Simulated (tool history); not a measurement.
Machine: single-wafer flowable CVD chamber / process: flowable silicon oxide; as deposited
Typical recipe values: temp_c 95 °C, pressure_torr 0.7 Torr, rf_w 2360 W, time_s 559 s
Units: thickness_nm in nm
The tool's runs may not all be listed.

run	hour	temp_c	pressure_torr	rf_w	time_s	wafers since the last listed run	hours since the last thermocouple change	hours since the last RF generator calibration	hours since the last manometer calibration	hours since the showerhead was replaced	hours since the gauge calibration	read-back reference wafer on the same gauge, thickness_nm	thickness_nm
1	0	95	0.7	2360	559	0	2885.9	956.6	949.5	6777.2	39.7	329.774	448.615
2	17.6	95	0.7	2360	559	71	2903.5	974.2	967.1	6794.8	57.3	330.199	444.945
3	32	95	0.7	2360	559	58	2917.9	988.6	981.5	6809.2	71.7	329.725	449.359
4	41	95	0.7	2360	559	36	2926.9	997.6	990.5	6818.2	80.7	330.295	450.245
5	50.8	95	0.7	2360	559	39	2936.7	1007.4	1000.3	6828	90.5	329.99	449.234
6	58	95	0.7	2360	559	29	2943.9	1014.6	1007.5	6835.2	97.7	330.165	449.814
# hour 73.8: thermocouple changed; heater temperature recalibrated
# hour 80.8: RF generator calibrated
# hour 88.7: capacitance manometer re-zeroed and calibrated
7	89.2	99	0.7	2360	559	33	15.4	8.4	0.5	6866.4	128.9	330.02	324.697
8	90.2	95	0.7	2360	559	4	16.4	9.4	1.5	6867.4	129.9	329.899	362.25
# hour 112.9: showerhead replaced
9	113.4	95	0.7	2360	559	61	39.6	32.6	24.7	0.5	153.1	329.912	363.444
10	113.9	95	0.7	2360	559	2	40.1	33.1	25.2	1	153.6	329.7	363.395
11	130.4	95	0.7	2360	559	66	56.6	49.6	41.7	17.5	170.1	330.097	364.488
12	146.4	95	0.611	2360	559	64	72.6	65.6	57.7	33.5	186.1	329.963	315.987
# hour 146.7: gauge calibrated
13	152.6	95	0.7	2770	614	25	78.8	71.8	63.9	39.7	5.9	329.931	409.672
14	164.5	95	0.653	2360	490	48	90.7	83.7	75.8	51.6	17.8	329.964	297.5
15	177.3	95	0.531	2360	645	51	103.5	96.5	88.6	64.4	30.6	329.956	321.585
16	185.7	99	0.7	2680	559	34	111.9	104.9	97	72.8	39	330.021	330.396
17	201.8	95	0.575	2230	644	65	128	121	113.1	88.9	55.1	330.123	343.321
18	211.5	95	0.7	2360	559	39	137.7	130.7	122.8	98.6	64.8	330.117	364.65
19	219.3	95	0.7	2360	601	31	145.5	138.5	130.6	106.4	72.6	329.975	390.774
20	227.2	95	0.616	2360	456	32	153.4	146.4	138.5	114.3	80.5	329.897	261.874

What if the next run were any one of these 4? Each begins from the tool's condition after run 20:
A	227.8	82	0.7	2360	559	2	154	147	139.1	114.9	81.1	?	?
B	227.8	101	0.623	2580	598	2	154	147	139.1	114.9	81.1	?	?
C	227.8	104	0.7	2360	559	2	154	147	139.1	114.9	81.1	?	?
D	227.8	108	0.612	2745	474	2	154	147	139.1	114.9	81.1	?	?

run	read-back reference wafer on the same gauge, thickness_nm	thickness_nm
A	330.036	523.127
B	330.036	297.227
C	330.036	280.555
D	330.036	189.738
Stripped of hidden state, with their random variation kept, the same runs would have yielded:
run	thickness_nm
A	530.058
B	301.69
C	284.708
D	192.495
